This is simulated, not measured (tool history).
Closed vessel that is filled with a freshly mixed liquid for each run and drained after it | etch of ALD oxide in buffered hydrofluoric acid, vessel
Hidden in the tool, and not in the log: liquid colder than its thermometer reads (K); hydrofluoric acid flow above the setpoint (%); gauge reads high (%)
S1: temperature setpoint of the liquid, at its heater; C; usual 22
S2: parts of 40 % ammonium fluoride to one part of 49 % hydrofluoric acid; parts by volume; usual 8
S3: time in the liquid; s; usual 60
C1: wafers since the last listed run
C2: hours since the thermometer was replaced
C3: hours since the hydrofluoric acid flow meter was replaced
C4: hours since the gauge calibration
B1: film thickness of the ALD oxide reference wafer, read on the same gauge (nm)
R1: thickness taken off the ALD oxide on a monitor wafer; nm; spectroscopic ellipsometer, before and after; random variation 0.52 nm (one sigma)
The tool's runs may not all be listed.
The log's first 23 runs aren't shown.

Run 24, hour 341.7: usual settings but S1 25.5 C, S2 7 parts by volume, S3 70 s; C1 2272; C2 907.8; C3 102.8; C4 155.4; B1 80.03. Result: R1 242.19 nm.
At hour 348.6: thermometer replaced.
Run 25, hour 353.1: usual settings but S2 11 parts by volume; C1 1415; C2 4.5; C3 114.2; C4 166.8; B1 80. Result: R1 112.85 nm.
Run 26, hour 368.1: usual settings but S3 95 s; C1 2041; C2 19.5; C3 129.2; C4 181.8; B1 79.98. Result: R1 237.66 nm.
Run 27, hour 376.1: usual settings but S1 26 C, S3 40 s; C1 1088; C2 27.5; C3 137.2; C4 189.8; B1 80. Result: R1 124.75 nm.
Run 28, hour 397.4: usual settings; C1 2899; C2 48.8; C3 158.5; C4 211.1; B1 80.01. Result: R1 149.84 nm.
Run 29, hour 412.7: usual settings; C1 2082; C2 64.1; C3 173.8; C4 226.4; B1 80.02. Result: R1 149.38 nm.
Run 30, hour 420: usual settings but S1 18 C, S2 5.5 parts by volume, S3 45 s; C1 993; C2 71.4; C3 181.1; C4 233.7; B1 80. Result: R1 128.15 nm.
Run 31, hour 432.4: usual settings; C1 1687; C2 83.8; C3 193.5; C4 246.1; B1 80.01. Result: R1 149.38 nm.
Run 32, hour 446.1: usual settings; C1 1864; C2 97.5; C3 207.2; C4 259.8; B1 80.01. Result: R1 149.7 nm.
Run 33, hour 456.8: usual settings but S1 19.5 C, S2 10 parts by volume; C1 1456; C2 108.2; C3 217.9; C4 270.5; B1 80.03. Result: R1 107.76 nm.
Run 34, hour 471.5: usual settings; C1 2000; C2 122.9; C3 232.6; C4 285.2; B1 80.01. Result: R1 150.39 nm.
Run 35, hour 481.7: usual settings; C1 1388; C2 133.1; C3 242.8; C4 295.4; B1 80.03. Result: R1 149.6 nm.

3 ways to go on from here, each from the tool as it stands after run 35. What would each give?
Run A, hour 482.4: usual settings but S2 6.5 parts by volume; C1 95; C2 133.8; C3 243.5; C4 296.1; B1 ?. Result: R1 ?.
Run B, hour 482.4: usual settings but S3 45 s; C1 95; C2 133.8; C3 243.5; C4 296.1; B1 ?. Result: R1 ?.
Run C, hour 482.4: usual settings but S1 18.5 C, S2 9.5 parts by volume; C1 95; C2 133.8; C3 243.5; C4 296.1; B1 ?. Result: R1 ?.

run     B1      R1
  A  80.01  183.86
  B  80.01  111.93
  C  80.01   104.4
Without the tool's hidden state the same runs would have given:
run      R1
  A  183.86
  B  111.93
  C   104.4

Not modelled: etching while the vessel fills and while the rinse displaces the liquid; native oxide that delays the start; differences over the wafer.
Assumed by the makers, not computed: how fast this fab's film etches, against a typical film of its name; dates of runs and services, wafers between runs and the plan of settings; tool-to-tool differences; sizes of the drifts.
